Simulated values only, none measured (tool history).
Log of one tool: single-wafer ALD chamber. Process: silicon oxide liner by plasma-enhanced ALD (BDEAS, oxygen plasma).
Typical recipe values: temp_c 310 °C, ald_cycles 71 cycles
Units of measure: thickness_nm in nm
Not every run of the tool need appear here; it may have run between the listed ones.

run	hour	temp_c	ald_cycles	wafers since the last listed run	hours since the last thermocouple change	hours since the gauge calibration	read-back reference wafer on the same gauge, thickness_nm	thickness_nm
1	0	310	71	0	1941.9	184.5	6.431	5.774
2	17.7	319	64	63	1959.6	202.2	6.44	5.122
3	35.1	310	71	61	1977	219.6	6.431	5.77
4	45.2	310	71	35	1987.1	229.7	6.437	5.767
5	56.4	310	71	39	1998.3	240.9	6.439	5.783
6	68.6	310	71	43	2010.5	253.1	6.435	5.784
7	81	310	71	44	2022.9	265.5	6.443	5.796
8	99	310	71	64	2040.9	283.5	6.446	5.783
9	105.5	310	71	23	2047.4	290	6.446	5.789
10	122.7	310	71	61	2064.6	307.2	6.446	5.758
11	135.1	310	71	44	2077	319.6	6.446	5.803
12	145.1	310	71	35	2087	329.6	6.458	5.781
13	156.3	310	71	39	2098.2	340.8	6.451	5.804
14	173.2	310	67	60	2115.1	357.7	6.453	5.455
# hour 192.5: thermocouple changed; heater temperature recalibrated
15	193	310	71	42	0.5	377.5	6.448	5.801
16	204.9	325	71	42	12.4	389.4	6.454	5.632

Run 17 comes next. What will it give?
17	217.7	310	71	45	25.2	402.2	?	?

{"run 17": {"read-back reference wafer on the same gauge, thickness_nm": 6.454, "thickness_nm": 5.791}}
On a tool with no hidden condition, and with the same random variation, this run would have come out at thickness_nm 5.706 nm.
